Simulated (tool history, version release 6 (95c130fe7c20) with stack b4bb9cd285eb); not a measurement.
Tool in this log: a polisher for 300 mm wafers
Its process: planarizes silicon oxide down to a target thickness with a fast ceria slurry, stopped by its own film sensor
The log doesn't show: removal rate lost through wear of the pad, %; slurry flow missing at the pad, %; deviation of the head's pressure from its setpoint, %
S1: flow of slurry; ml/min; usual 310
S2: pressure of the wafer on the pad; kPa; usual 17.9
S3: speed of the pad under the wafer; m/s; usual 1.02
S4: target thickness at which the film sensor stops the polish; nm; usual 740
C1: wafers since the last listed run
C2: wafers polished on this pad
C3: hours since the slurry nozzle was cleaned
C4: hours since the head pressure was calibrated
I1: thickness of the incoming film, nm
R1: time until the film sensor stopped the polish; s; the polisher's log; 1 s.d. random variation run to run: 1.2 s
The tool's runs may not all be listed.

run   hour   S1    S2    S3   S4   C1    C2     C3     C4      I1    R1
  1      0  310  17.9   0.8  740    0   999  419.7  246.8  1515.9  86.6
  2    9.2  310  17.9  1.02  740  130  1129  428.9    256  1542.9  75.6
      22.2  -- head pressure recalibrated
      35.5  -- worn pad replaced by a new one
  3   55.5  310  17.9  1.02  740  572   283  475.2   33.3  1536.7  71.3
  4   61.8  310  17.9  1.02  740   89   373  481.5   39.6  1526.2  71.6
  5     73  310  17.9  1.02  740  159   532  492.7   50.8  1504.4  70.6
  6     84  310  17.9  1.02  740  156   688  503.7   61.8  1507.4  69.2
  7  101.3  310  17.9  1.02  740  245   934    521   79.1  1513.9  69.7
  8    110  310  17.9  1.02  740  123  1057  529.7   87.8  1524.6  71.9
  9  117.4  310  17.9  1.02  740  105  1162  537.1   95.2  1533.6    77
 10  134.1  310  17.9  1.02  863  237  1400  553.8  111.9  1508.5  60.7
 11  146.1  310  17.9  1.02  863  170  1570  565.8  123.9  1520.8  60.9
     150.6  -- worn pad replaced by a new one
 12  162.1  310  14.5  1.02  740  170   163  581.8  139.9  1524.4  85.7
 13  178.8  310  17.9  1.02  740  237   400  598.5  156.6  1528.2  70.2
 14  190.7  310  17.9  1.02  740  168   569  610.4  168.5  1520.3  73.7
 15  199.9  310  17.9  1.02  740  130   700  619.6  177.7  1506.6  73.3
       203  -- slurry nozzle cleaned
 16  209.7  310  17.9  1.02  740  124   825    6.7  187.5  1541.4  74.8
 17  224.6  235  22.8  1.02  740  211  1037   21.6  202.4  1535.1  60.5
 18  241.4  310  17.9   0.8  740  238  1275   38.4  219.2  1506.5  87.5
     254.5  -- worn pad replaced by a new one
 19    255  310  13.8  1.18  740  136     7     52  232.8  1528.4  77.2
 20  266.3  370  21.4  1.02  740  160   167   63.3  244.1  1503.9  54.8
 21  276.9  310  17.9  1.02  614  150   318   73.9  254.7  1526.3  82.3
 22  290.5  310  17.9   1.2  740  193   511   87.5  268.3  1530.8  61.4
 23  314.7  310    20   0.8  740  343   855  111.7  292.5  1511.3    78
 24  328.5  310  17.9  0.92  740  195  1051  125.5  306.3  1535.2  80.6
 25  344.6  310  17.9  1.02  614  228  1279  141.6  322.4  1512.6  86.4
     355.6  -- worn pad replaced by a new one
 26  362.1  310  17.9  1.02  740  191    92  159.1  339.9  1526.8  69.2
       368  -- head pressure recalibrated
 27  371.8  310  17.9  1.02  740  109   201  168.8    3.8  1513.3  67.6
 28  393.9  310    20  1.26  740  313   515  190.9   25.9  1500.1  51.2
 29  409.2  215  14.5  1.02  740  217   732  206.2   41.2  1523.3  89.1
 30  424.3  310  17.9  1.02  497  214   947  221.3   56.3  1485.3  91.2
 31  432.9  390  23.4   0.7  856  122  1069  229.9   64.9  1523.4  61.4
 32  443.4  220  16.5  1.26  904  149  1218  240.4   75.4  1498.6  52.2
 33  452.7  385  17.9  0.72  953  132  1350  249.7   84.7  1515.8  68.6
     460.5  -- worn pad replaced by a new one
 34  462.8  310  23.4  1.02  869   86    32  259.8   94.8  1510.8  42.1
 35    477  310  17.9  1.02  568  201   234    274    109    1517  82.3
 36    489  310  17.9  1.02  740  170   404    286    121  1510.3  70.2
 37  495.6  310  17.9  1.02  740   93   498  292.6  127.6  1515.5  72.1

4 ways to go on from here, each from the tool as it stands after run 37. What would each give?
  A   496  310  17.9  1.02  740   5  503  293  128  1529.2   ?
  B   496  280  23.4  0.72  584   5  503  293  128  1529.2   ?
  C   496  310  13.1  0.82  863   5  503  293  128  1529.2   ?
  D   496  205  17.9  1.34  740   5  503  293  128  1529.2   ?

run    R1
  A  71.5
  B  85.4
  C  97.4
  D  58.9
Had the tool no hidden state, the same runs would have come out as:
run    R1
  A  66.1
  B    79
  C  90.1
  D  54.4

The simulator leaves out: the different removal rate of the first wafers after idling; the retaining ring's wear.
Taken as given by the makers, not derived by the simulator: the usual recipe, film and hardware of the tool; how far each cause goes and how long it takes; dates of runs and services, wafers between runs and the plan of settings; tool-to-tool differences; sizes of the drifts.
